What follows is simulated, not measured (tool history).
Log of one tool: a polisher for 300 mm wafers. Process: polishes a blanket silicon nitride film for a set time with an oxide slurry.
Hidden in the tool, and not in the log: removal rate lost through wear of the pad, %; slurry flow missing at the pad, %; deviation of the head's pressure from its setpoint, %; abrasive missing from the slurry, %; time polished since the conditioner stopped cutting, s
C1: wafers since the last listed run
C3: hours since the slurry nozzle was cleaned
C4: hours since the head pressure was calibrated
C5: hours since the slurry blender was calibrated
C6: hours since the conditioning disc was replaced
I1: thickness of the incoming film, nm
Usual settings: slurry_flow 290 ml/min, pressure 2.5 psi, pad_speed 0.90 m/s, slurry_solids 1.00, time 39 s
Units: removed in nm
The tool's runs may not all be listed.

{"run": 1, "hour": 0.0, "slurry_flow": 290, "pressure": 2.5, "pad_speed": 0.64, "slurry_solids": 1.0, "time": 39, "C1": 0, "wafers polished on this pad": 795, "C3": 339.1, "C4": 142.1, "C5": 57.4, "C6": 197.8, "I1": 390.2, "removed": 16.8}
{"hour": 19.2, "done": "conditioning disc replaced and pad reconditioned"}
{"hour": 87.0, "done": "worn pad replaced by a new one"}
{"run": 2, "hour": 92.8, "slurry_flow": 290, "pressure": 2.5, "pad_speed": 0.64, "slurry_solids": 1.0, "time": 39, "C1": 634, "wafers polished on this pad": 42, "C3": 431.9, "C4": 234.9, "C5": 150.2, "C6": 73.6, "I1": 384.8, "removed": 16.4}
{"run": 3, "hour": 119.6, "slurry_flow": 290, "pressure": 2.5, "pad_speed": 0.64, "slurry_solids": 1.0, "time": 39, "C1": 195, "wafers polished on this pad": 238, "C3": 458.7, "C4": 261.7, "C5": 177.0, "C6": 100.4, "I1": 394.9, "removed": 16.0}
{"run": 4, "hour": 147.3, "slurry_flow": 290, "pressure": 2.5, "pad_speed": 0.9, "slurry_solids": 1.0, "time": 39, "C1": 202, "wafers polished on this pad": 441, "C3": 486.4, "C4": 289.4, "C5": 204.7, "C6": 128.1, "I1": 391.2, "removed": 18.8}
{"run": 5, "hour": 165.9, "slurry_flow": 290, "pressure": 2.0, "pad_speed": 0.9, "slurry_solids": 1.0, "time": 39, "C1": 136, "wafers polished on this pad": 577, "C3": 505.0, "C4": 308.0, "C5": 223.3, "C6": 146.7, "I1": 386.2, "removed": 14.4}
{"run": 6, "hour": 199.0, "slurry_flow": 290, "pressure": 2.0, "pad_speed": 0.9, "slurry_solids": 1.0, "time": 39, "C1": 242, "wafers polished on this pad": 819, "C3": 538.1, "C4": 341.1, "C5": 256.4, "C6": 179.8, "I1": 392.9, "removed": 14.1}
{"hour": 228.4, "done": "conditioning disc replaced and pad reconditioned"}
{"hour": 250.5, "done": "worn pad replaced by a new one"}
{"hour": 259.8, "done": "slurry blender recalibrated"}
{"run": 7, "hour": 276.8, "slurry_flow": 290, "pressure": 2.0, "pad_speed": 0.9, "slurry_solids": 1.0, "time": 39, "C1": 510, "wafers polished on this pad": 177, "C3": 615.9, "C4": 418.9, "C5": 17.0, "C6": 48.4, "I1": 394.3, "removed": 14.9}
{"run": 8, "hour": 312.3, "slurry_flow": 290, "pressure": 2.5, "pad_speed": 0.9, "slurry_solids": 1.0, "time": 39, "C1": 259, "wafers polished on this pad": 437, "C3": 651.4, "C4": 454.4, "C5": 52.5, "C6": 83.9, "I1": 390.6, "removed": 18.7}
{"run": 9, "hour": 383.5, "slurry_flow": 290, "pressure": 2.5, "pad_speed": 0.9, "slurry_solids": 1.0, "time": 39, "C1": 520, "wafers polished on this pad": 958, "C3": 722.6, "C4": 525.6, "C5": 123.7, "C6": 155.1, "I1": 388.0, "removed": 18.6}
{"hour": 413.4, "done": "worn pad replaced by a new one"}
{"run": 10, "hour": 414.8, "slurry_flow": 290, "pressure": 2.5, "pad_speed": 0.9, "slurry_solids": 1.0, "time": 39, "C1": 199, "wafers polished on this pad": 10, "C3": 753.9, "C4": 556.9, "C5": 155.0, "C6": 186.4, "I1": 388.5, "removed": 17.9}
{"hour": 438.3, "done": "slurry nozzle cleaned"}
{"run": 11, "hour": 442.5, "slurry_flow": 215, "pressure": 1.9, "pad_speed": 0.9, "slurry_solids": 0.75, "time": 52, "C1": 195, "wafers polished on this pad": 205, "C3": 4.2, "C4": 584.6, "C5": 182.7, "C6": 214.1, "I1": 383.9, "removed": 16.4}
{"run": 12, "hour": 459.1, "slurry_flow": 290, "pressure": 3.2, "pad_speed": 0.9, "slurry_solids": 1.3, "time": 39, "C1": 121, "wafers polished on this pad": 326, "C3": 20.8, "C4": 601.2, "C5": 199.3, "C6": 230.7, "I1": 381.6, "removed": 27.5}
{"hour": 469.4, "done": "conditioning disc replaced and pad reconditioned"}
{"run": 13, "hour": 473.5, "slurry_flow": 250, "pressure": 2.5, "pad_speed": 0.78, "slurry_solids": 1.0, "time": 39, "C1": 90, "wafers polished on this pad": 417, "C3": 35.2, "C4": 615.6, "C5": 213.7, "C6": 4.1, "I1": 392.8, "removed": 17.6}
{"run": 14, "hour": 506.4, "slurry_flow": 290, "pressure": 2.5, "pad_speed": 0.9, "slurry_solids": 1.0, "time": 39, "C1": 240, "wafers polished on this pad": 657, "C3": 68.1, "C4": 648.5, "C5": 246.6, "C6": 37.0, "I1": 383.6, "removed": 19.1}
{"run": 15, "hour": 518.9, "slurry_flow": 290, "pressure": 2.5, "pad_speed": 0.9, "slurry_solids": 0.7, "time": 39, "C1": 91, "wafers polished on this pad": 749, "C3": 80.6, "C4": 661.0, "C5": 259.1, "C6": 49.5, "I1": 395.0, "removed": 15.7}
{"run": 16, "hour": 538.7, "slurry_flow": 290, "pressure": 2.5, "pad_speed": 0.9, "slurry_solids": 1.0, "time": 39, "C1": 144, "wafers polished on this pad": 894, "C3": 100.4, "C4": 680.8, "C5": 278.9, "C6": 69.3, "I1": 390.8, "removed": 18.4}
{"run": 17, "hour": 554.2, "slurry_flow": 290, "pressure": 2.5, "pad_speed": 0.9, "slurry_solids": 0.75, "time": 29, "C1": 113, "wafers polished on this pad": 1007, "C3": 115.9, "C4": 696.3, "C5": 294.4, "C6": 84.8, "I1": 382.1, "removed": 12.0}
{"hour": 564.6, "done": "slurry blender recalibrated"}
{"hour": 566.4, "done": "head pressure recalibrated"}
{"run": 18, "hour": 574.6, "slurry_flow": 320, "pressure": 2.5, "pad_speed": 0.72, "slurry_solids": 0.85, "time": 51, "C1": 121, "wafers polished on this pad": 1128, "C3": 136.3, "C4": 8.2, "C5": 10.0, "C6": 105.2, "I1": 388.7, "removed": 21.3}

The next listed run, before its measurement:
{"run": 19, "hour": 591.9, "slurry_flow": 290, "pressure": 3.1, "pad_speed": 1.06, "slurry_solids": 1.0, "time": 39, "C1": 126, "wafers polished on this pad": 1255, "C3": 153.6, "C4": 25.5, "C5": 27.3, "C6": 122.5, "I1": 391.7, "removed": "?"}

removed: 26.8 nm
Without the tool's hidden state the same run would have given removed 27.3 nm.
